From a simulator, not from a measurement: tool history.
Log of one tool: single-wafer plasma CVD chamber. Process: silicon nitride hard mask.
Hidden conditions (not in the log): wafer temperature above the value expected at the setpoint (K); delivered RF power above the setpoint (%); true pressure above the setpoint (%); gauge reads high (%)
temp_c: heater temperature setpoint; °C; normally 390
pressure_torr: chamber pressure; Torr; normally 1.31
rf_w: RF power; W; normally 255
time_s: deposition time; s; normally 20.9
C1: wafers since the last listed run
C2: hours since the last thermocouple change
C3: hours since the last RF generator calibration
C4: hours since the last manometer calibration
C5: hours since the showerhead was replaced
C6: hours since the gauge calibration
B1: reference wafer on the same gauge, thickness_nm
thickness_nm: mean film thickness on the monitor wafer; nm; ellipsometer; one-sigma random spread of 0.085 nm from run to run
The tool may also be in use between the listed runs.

{"run": 1, "hour": 0.0, "temp_c": 384, "pressure_torr": 1.31, "rf_w": 255, "time_s": 20.9, "C1": 0, "C2": 1898.7, "C3": 2361.5, "C4": 663.6, "C5": 5843, "C6": 1295.8, "B1": 21.206, "thickness_nm": 20.535}
{"run": 2, "hour": 39.2, "temp_c": 390, "pressure_torr": 1.31, "rf_w": 255, "time_s": 18.1, "C1": 1462, "C2": 1937.9, "C3": 2400.7, "C4": 702.8, "C5": 5882.2, "C6": 1335, "B1": 21.201, "thickness_nm": 17.756}
{"run": 3, "hour": 66.3, "temp_c": 390, "pressure_torr": 1.31, "rf_w": 255, "time_s": 18.1, "C1": 1011, "C2": 1965, "C3": 2427.8, "C4": 729.9, "C5": 5909.3, "C6": 1362.1, "B1": 21.208, "thickness_nm": 17.805}
{"run": 4, "hour": 96.7, "temp_c": 390, "pressure_torr": 1.31, "rf_w": 255, "time_s": 18.1, "C1": 1134, "C2": 1995.4, "C3": 2458.2, "C4": 760.3, "C5": 5939.7, "C6": 1392.5, "B1": 21.203, "thickness_nm": 17.918}
{"hour": 144.6, "done": "RF generator calibrated"}
{"run": 5, "hour": 148.3, "temp_c": 390, "pressure_torr": 1.31, "rf_w": 255, "time_s": 20.9, "C1": 1626, "C2": 2047, "C3": 3.7, "C4": 811.9, "C5": 5991.3, "C6": 1444.1, "B1": 21.202, "thickness_nm": 21.305}
{"run": 6, "hour": 209.9, "temp_c": 394, "pressure_torr": 1.31, "rf_w": 255, "time_s": 18.7, "C1": 2298, "C2": 2108.6, "C3": 65.3, "C4": 873.5, "C5": 6052.9, "C6": 1505.7, "B1": 21.19, "thickness_nm": 19.06}
{"run": 7, "hour": 258.2, "temp_c": 395, "pressure_torr": 1.49, "rf_w": 295, "time_s": 24.1, "C1": 1801, "C2": 2156.9, "C3": 113.6, "C4": 921.8, "C5": 6101.2, "C6": 1554, "B1": 21.203, "thickness_nm": 28.098}
{"hour": 338.3, "done": "capacitance manometer re-zeroed and calibrated"}
{"run": 8, "hour": 338.8, "temp_c": 390, "pressure_torr": 1.31, "rf_w": 255, "time_s": 20.9, "C1": 2708, "C2": 2237.5, "C3": 194.2, "C4": 0.5, "C5": 6181.8, "C6": 1634.6, "B1": 21.21, "thickness_nm": 20.939}
{"run": 9, "hour": 394.6, "temp_c": 390, "pressure_torr": 1.31, "rf_w": 255, "time_s": 20.9, "C1": 2081, "C2": 2293.3, "C3": 250, "C4": 56.3, "C5": 6237.6, "C6": 1690.4, "B1": 21.206, "thickness_nm": 20.98}
{"run": 10, "hour": 449.6, "temp_c": 390, "pressure_torr": 1.31, "rf_w": 255, "time_s": 20.9, "C1": 2051, "C2": 2348.3, "C3": 305, "C4": 111.3, "C5": 6292.6, "C6": 1745.4, "B1": 21.217, "thickness_nm": 21.012}
{"run": 11, "hour": 492.1, "temp_c": 390, "pressure_torr": 1.42, "rf_w": 285, "time_s": 20.9, "C1": 1585, "C2": 2390.8, "C3": 347.5, "C4": 153.8, "C5": 6335.1, "C6": 1787.9, "B1": 21.208, "thickness_nm": 23.105}
{"run": 12, "hour": 548.4, "temp_c": 394, "pressure_torr": 1.31, "rf_w": 255, "time_s": 18.7, "C1": 2100, "C2": 2447.1, "C3": 403.8, "C4": 210.1, "C5": 6391.4, "C6": 1844.2, "B1": 21.216, "thickness_nm": 18.609}
{"run": 13, "hour": 632.1, "temp_c": 396, "pressure_torr": 1.31, "rf_w": 255, "time_s": 19.5, "C1": 3122, "C2": 2530.8, "C3": 487.5, "C4": 293.8, "C5": 6475.1, "C6": 1927.9, "B1": 21.198, "thickness_nm": 19.512}
{"run": 14, "hour": 770.2, "temp_c": 390, "pressure_torr": 1.14, "rf_w": 240, "time_s": 24.6, "C1": 5152, "C2": 2668.9, "C3": 625.6, "C4": 431.9, "C5": 6613.2, "C6": 2066, "B1": 21.187, "thickness_nm": 22.724}
{"run": 15, "hour": 809.4, "temp_c": 390, "pressure_torr": 1.31, "rf_w": 230, "time_s": 17.2, "C1": 1462, "C2": 2708.1, "C3": 664.8, "C4": 471.1, "C5": 6652.4, "C6": 2105.2, "B1": 21.213, "thickness_nm": 15.975}
{"hour": 848.6, "done": "showerhead replaced"}
{"hour": 948.8, "done": "thermocouple changed; heater temperature recalibrated"}
{"run": 16, "hour": 981.6, "temp_c": 390, "pressure_torr": 1.31, "rf_w": 255, "time_s": 20.9, "C1": 5827, "C2": 32.8, "C3": 837, "C4": 643.3, "C5": 133, "C6": 2277.4, "B1": 21.195, "thickness_nm": 20.947}
{"hour": 1032.1, "done": "gauge calibrated"}
{"run": 17, "hour": 1050.9, "temp_c": 405, "pressure_torr": 1.42, "rf_w": 255, "time_s": 24.5, "C1": 2585, "C2": 102.1, "C3": 906.3, "C4": 712.6, "C5": 202.3, "C6": 18.8, "B1": 21.21, "thickness_nm": 24.765}
{"run": 18, "hour": 1085.7, "temp_c": 390, "pressure_torr": 1.61, "rf_w": 255, "time_s": 24.8, "C1": 1298, "C2": 136.9, "C3": 941.1, "C4": 747.4, "C5": 237.1, "C6": 53.6, "B1": 21.203, "thickness_nm": 26.104}
{"run": 19, "hour": 1113.0, "temp_c": 390, "pressure_torr": 1.47, "rf_w": 255, "time_s": 18.8, "C1": 1018, "C2": 164.2, "C3": 968.4, "C4": 774.7, "C5": 264.4, "C6": 80.9, "B1": 21.189, "thickness_nm": 19.441}
{"run": 20, "hour": 1157.1, "temp_c": 378, "pressure_torr": 1.31, "rf_w": 255, "time_s": 20.9, "C1": 1645, "C2": 208.3, "C3": 1012.5, "C4": 818.8, "C5": 308.5, "C6": 125, "B1": 21.197, "thickness_nm": 21.046}
{"run": 21, "hour": 1331.6, "temp_c": 394, "pressure_torr": 1.31, "rf_w": 235, "time_s": 20.9, "C1": 6510, "C2": 382.8, "C3": 1187, "C4": 993.3, "C5": 483, "C6": 299.5, "B1": 21.201, "thickness_nm": 19.802}
{"run": 22, "hour": 1361.5, "temp_c": 390, "pressure_torr": 1.31, "rf_w": 255, "time_s": 20.9, "C1": 1115, "C2": 412.7, "C3": 1216.9, "C4": 1023.2, "C5": 512.9, "C6": 329.4, "B1": 21.208, "thickness_nm": 21.029}
{"run": 23, "hour": 1426.0, "temp_c": 390, "pressure_torr": 1.01, "rf_w": 220, "time_s": 20.9, "C1": 2406, "C2": 477.2, "C3": 1281.4, "C4": 1087.7, "C5": 577.4, "C6": 393.9, "B1": 21.199, "thickness_nm": 17.718}
{"run": 24, "hour": 1491.8, "temp_c": 390, "pressure_torr": 1.31, "rf_w": 255, "time_s": 20.9, "C1": 2454, "C2": 543, "C3": 1347.2, "C4": 1153.5, "C5": 643.2, "C6": 459.7, "B1": 21.194, "thickness_nm": 21.143}
{"run": 25, "hour": 1553.8, "temp_c": 390, "pressure_torr": 1.42, "rf_w": 235, "time_s": 20.9, "C1": 2313, "C2": 605, "C3": 1409.2, "C4": 1215.5, "C5": 705.2, "C6": 521.7, "B1": 21.209, "thickness_nm": 20.402}
{"hour": 1584.1, "done": "capacitance manometer re-zeroed and calibrated"}
{"run": 26, "hour": 1584.9, "temp_c": 390, "pressure_torr": 1.39, "rf_w": 255, "time_s": 20.9, "C1": 861, "C2": 636.1, "C3": 1440.3, "C4": 0.8, "C5": 736.3, "C6": 552.8, "B1": 21.186, "thickness_nm": 20.966}
{"run": 27, "hour": 1616.7, "temp_c": 405, "pressure_torr": 1.42, "rf_w": 255, "time_s": 24.5, "C1": 1186, "C2": 667.9, "C3": 1472.1, "C4": 32.6, "C5": 768.1, "C6": 584.6, "B1": 21.202, "thickness_nm": 24.357}
{"run": 28, "hour": 1655.5, "temp_c": 403, "pressure_torr": 1.06, "rf_w": 255, "time_s": 23.4, "C1": 1447, "C2": 706.7, "C3": 1510.9, "C4": 71.4, "C5": 806.9, "C6": 623.4, "B1": 21.217, "thickness_nm": 21.6}
{"run": 29, "hour": 1755.0, "temp_c": 390, "pressure_torr": 1.31, "rf_w": 255, "time_s": 20.9, "C1": 3712, "C2": 806.2, "C3": 1610.4, "C4": 170.9, "C5": 906.4, "C6": 722.9, "B1": 21.197, "thickness_nm": 20.629}

List, for all runs, the conditions of the tool that the log does not record:
wafer temperature above the value expected at the setpoint (K): 0 at every run
gauge reads high (%): 0 at every run
H1: delivered RF power above the setpoint (%)
H2: true pressure above the setpoint (%)
run=1 H1=-5.2 H2=2.54
run=2 H1=-5.28 H2=2.91
run=3 H1=-5.34 H2=3.17
run=4 H1=-5.4 H2=3.48
run=5 H1=-0.392 H2=4.04
run=6 H1=-0.519 H2=4.74
run=7 H1=-0.618 H2=5.33
run=8 H1=-0.784 H2=-0.686
run=9 H1=-0.899 H2=-0.664
run=10 H1=-1.01 H2=-0.601
run=11 H1=-1.1 H2=-0.524
run=12 H1=-1.22 H2=-0.385
run=13 H1=-1.39 H2=-0.0971
run=14 H1=-1.67 H2=0.586
run=15 H1=-1.75 H2=0.827
run=16 H1=-2.11 H2=2.14
run=17 H1=-2.25 H2=2.78
run=18 H1=-2.32 H2=3.12
run=19 H1=-2.38 H2=3.41
run=20 H1=-2.47 H2=3.88
run=21 H1=-2.83 H2=6.04
run=22 H1=-2.89 H2=6.45
run=23 H1=-3.02 H2=7.38
run=24 H1=-3.16 H2=8.38
run=25 H1=-3.28 H2=9.39
run=26 H1=-3.35 H2=-0.777
run=27 H1=-3.41 H2=-0.769
run=28 H1=-3.49 H2=-0.742
run=29 H1=-3.7 H2=-0.577
